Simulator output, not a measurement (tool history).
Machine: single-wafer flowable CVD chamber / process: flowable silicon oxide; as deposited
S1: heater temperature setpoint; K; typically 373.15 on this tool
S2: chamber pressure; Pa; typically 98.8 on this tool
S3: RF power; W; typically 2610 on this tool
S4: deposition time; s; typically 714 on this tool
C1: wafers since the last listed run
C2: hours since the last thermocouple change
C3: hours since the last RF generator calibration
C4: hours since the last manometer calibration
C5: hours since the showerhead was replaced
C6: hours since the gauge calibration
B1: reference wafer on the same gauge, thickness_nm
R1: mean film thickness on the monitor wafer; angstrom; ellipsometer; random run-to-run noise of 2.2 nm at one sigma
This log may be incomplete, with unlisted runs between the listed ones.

| run | hour | S1 | S2 | S3 | S4 | C1 | C2 | C3 | C4 | C5 | C6 | B1 | R1 |
|---|---|---|---|---|---|---|---|---|---|---|---|---|---|
| 1 | 0 | 373.15 | 98.8 | 2925 | 714 | 0 | 1546.3 | 1474.4 | 2094.9 | 5075 | 117.3 | 362.483 | 4590.98 |
| 2 | 17.7 | 373.15 | 98.8 | 2610 | 714 | 57 | 1564 | 1492.1 | 2112.6 | 5092.7 | 135 | 363.882 | 4607.97 |
| 3 | 29.9 | 373.15 | 98.8 | 2610 | 811 | 39 | 1576.2 | 1504.3 | 2124.8 | 5104.9 | 147.2 | 362.179 | 5189.23 |
| 4 | 42 | 373.15 | 98.8 | 2610 | 714 | 39 | 1588.3 | 1516.4 | 2136.9 | 5117 | 159.3 | 362.251 | 4678.86 |
| 5 | 57.8 | 373.15 | 98.8 | 2610 | 714 | 51 | 1604.1 | 1532.2 | 2152.7 | 5132.8 | 175.1 | 362.859 | 4615.8 |
| 6 | 74.8 | 373.15 | 98.8 | 2610 | 714 | 55 | 1621.1 | 1549.2 | 2169.7 | 5149.8 | 192.1 | 363.445 | 4614.66 |
| 7 | 94.2 | 373.15 | 98.8 | 2610 | 714 | 63 | 1640.5 | 1568.6 | 2189.1 | 5169.2 | 211.5 | 363.466 | 4639.66 |
| 8 | 125.4 | 373.15 | 98.8 | 2745 | 616 | 102 | 1671.7 | 1599.8 | 2220.3 | 5200.4 | 242.7 | 362.341 | 4041.74 |
|  | 143.3 | RF generator calibrated |
| 9 | 155.9 | 373.15 | 108.5 | 3015 | 662 | 73 | 1702.2 | 12.6 | 2250.8 | 5230.9 | 273.2 | 362.552 | 4833.11 |
| 10 | 186.6 | 373.15 | 98.8 | 2610 | 714 | 100 | 1732.9 | 43.3 | 2281.5 | 5261.6 | 303.9 | 363.592 | 4645.46 |
|  | 212.4 | capacitance manometer re-zeroed and calibrated |
| 11 | 212.9 | 385.15 | 87.7 | 2610 | 766 | 59 | 1759.2 | 69.6 | 0.5 | 5287.9 | 330.2 | 363.13 | 3165.13 |
| 12 | 234.2 | 373.15 | 98.8 | 2610 | 714 | 69 | 1780.5 | 90.9 | 21.8 | 5309.2 | 351.5 | 363.166 | 4692.99 |
|  | 239.2 | gauge calibrated |
|  | 245.6 | showerhead replaced |
| 13 | 289.5 | 373.15 | 112.4 | 2610 | 615 | 154 | 1835.8 | 146.2 | 77.1 | 43.9 | 50.3 | 362.531 | 4656.98 |
|  | 316.5 | thermocouple changed; heater temperature recalibrated |
| 14 | 317 | 373.15 | 98.8 | 2350 | 714 | 63 | 0.5 | 173.7 | 104.6 | 71.4 | 77.8 | 363.069 | 3796.06 |
| 15 | 340.6 | 387.15 | 98.8 | 2905 | 714 | 77 | 24.1 | 197.3 | 128.2 | 95 | 101.4 | 363.056 | 2603.02 |
| 16 | 372.5 | 386.15 | 98.8 | 2225 | 775 | 104 | 56 | 229.2 | 160.1 | 126.9 | 133.3 | 363.435 | 2855.16 |
| 17 | 401.6 | 364.15 | 91.3 | 2220 | 856 | 95 | 85.1 | 258.3 | 189.2 | 156 | 162.4 | 363.016 | 5530.45 |

Consider 4 possible next runs. They are alternatives, not a sequence: every one starts from the tool as it was left by run 17. What does each give?
| A | 402.2 | 373.15 | 98.8 | 2610 | 714 | 1 | 85.7 | 258.9 | 189.8 | 156.6 | 163 | ? | ? |
| B | 402.2 | 379.15 | 98.8 | 2610 | 714 | 1 | 85.7 | 258.9 | 189.8 | 156.6 | 163 | ? | ? |
| C | 402.2 | 379.15 | 119.9 | 2845 | 603 | 1 | 85.7 | 258.9 | 189.8 | 156.6 | 163 | ? | ? |
| D | 402.2 | 368.15 | 98.8 | 2610 | 714 | 1 | 85.7 | 258.9 | 189.8 | 156.6 | 163 | ? | ? |

| run | B1 | R1 |
|---|---|---|
| A | 362.485 | 3880 |
| B | 362.485 | 3248.94 |
| C | 362.485 | 3347.77 |
| D | 362.485 | 4482.94 |
The same runs, with their run-to-run variation unchanged, on a tool lacking any hidden condition would have given:
| run | R1 |
|---|---|
| A | 3967.91 |
| B | 3320.49 |
| C | 3421.49 |
| D | 4580.99 |

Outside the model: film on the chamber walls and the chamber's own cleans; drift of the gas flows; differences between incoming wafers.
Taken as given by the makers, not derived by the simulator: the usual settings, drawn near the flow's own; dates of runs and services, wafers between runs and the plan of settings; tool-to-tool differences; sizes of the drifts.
